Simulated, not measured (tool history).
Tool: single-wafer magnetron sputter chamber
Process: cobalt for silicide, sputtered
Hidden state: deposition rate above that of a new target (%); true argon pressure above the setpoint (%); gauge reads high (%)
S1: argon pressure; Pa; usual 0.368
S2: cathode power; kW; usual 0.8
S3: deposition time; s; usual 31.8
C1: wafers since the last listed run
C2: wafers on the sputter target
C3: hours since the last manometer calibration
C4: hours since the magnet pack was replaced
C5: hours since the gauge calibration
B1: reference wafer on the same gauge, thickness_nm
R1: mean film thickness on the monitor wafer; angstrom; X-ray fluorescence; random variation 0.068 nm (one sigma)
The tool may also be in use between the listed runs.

run,hour,S1,S2,S3,C1,C2,C3,C4,C5,B1,R1
1,0,0.368,0.8,31.8,0,1805,535.1,5026.8,11,11.092,124.03
2,30.2,0.368,0.8,31.8,637,2442,565.3,5057,41.2,11.098,123.2
3,49.5,0.368,0.65,27.3,407,2850,584.6,5076.3,60.5,11.1,90.44
4,105.6,0.368,0.8,31.8,1184,4034,640.7,5132.4,116.6,11.098,119.2
# hour 121.5: sputter target and shields replaced
5,147.4,0.368,0.8,31.8,713,547,682.5,5174.2,158.4,11.109,124.23
6,166.8,0.368,0.8,31.8,409,956,701.9,5193.6,177.8,11.096,125.72
7,183.3,0.41,0.95,31.8,348,1305,718.4,5210.1,194.3,11.095,139.48
8,197.5,0.368,0.8,33.2,299,1604,732.6,5224.3,208.5,11.106,128.64
9,227.5,0.368,0.8,33.2,633,2238,762.6,5254.3,238.5,11.098,128.29
10,248.5,0.368,0.8,33.2,443,2681,783.6,5275.3,259.5,11.104,128.6
11,272.3,0.368,0.8,36.4,502,3183,807.4,5299.1,283.3,11.088,140.49
# hour 331.6: sputter target and shields replaced
12,367.5,0.368,0.8,36.4,1840,757,902.6,5394.3,378.5,11.096,143.75
13,396.5,0.368,0.8,36.4,612,1369,931.6,5423.3,407.5,11.09,144.12
14,430.2,0.368,0.8,31.8,711,2080,965.3,5457,441.2,11.085,123.41
15,460.2,0.263,0.8,26,633,2713,995.3,5487,471.2,11.093,104.36
16,489.5,0.368,0.8,31.8,618,3332,1024.6,5516.3,500.5,11.106,122.51
17,511.6,0.368,0.8,31.8,466,3798,1046.7,5538.4,522.6,11.095,121.03
# hour 515.4: gauge calibrated
18,547.6,0.368,0.8,26.9,759,4558,1082.7,5574.4,32.2,11.098,100.48
# hour 570.7: capacitance manometer re-zeroed and calibrated
# hour 576.9: magnet pack replaced
19,577.4,0.368,0.8,31.8,329,4887,6.7,0.5,62,11.11,116.15
20,593.4,0.277,0.8,31.8,337,5225,22.7,16.5,78,11.106,118.19
# hour 602.8: sputter target and shields replaced
21,615.7,0.368,0.8,35.1,301,272,45,38.8,100.3,11.101,139.2
22,646.6,0.495,0.8,31.8,652,925,75.9,69.7,131.2,11.092,120.03
23,663.1,0.368,1,29.9,348,1273,92.4,86.2,147.7,11.091,141.46
24,675.2,0.368,0.8,28,255,1528,104.5,98.3,159.8,11.094,110.37
25,709,0.225,0.8,31.8,713,2242,138.3,132.1,193.6,11.1,129.85
26,721.1,0.368,1,29.9,255,2497,150.4,144.2,205.7,11.099,138.54
27,743.8,0.368,0.8,31.8,479,2976,173.1,166.9,228.4,11.091,124.27
28,758.9,0.327,0.8,36.9,318,3295,188.2,182,243.5,11.108,142.62

The tool's hidden state at each run:
true argon pressure above the setpoint (%): 0 in every run
gauge reads high (%): 0 in every run
H1: deposition rate above that of a new target (%)
run,H1
1,-1.31
2,-2.02
3,-2.58
4,-4.71
5,-0.565
6,-0.726
7,-0.932
8,-1.16
9,-1.8
10,-2.37
11,-3.14
12,-0.264
13,-0.604
14,-1.25
15,-2.04
16,-3.02
17,-3.89
18,-5.55
19,-7.15
20,-8.09
21,-0.077
22,-0.281
23,-0.481
24,-0.669
25,-1.37
26,-1.69
27,-2.37
28,-2.9
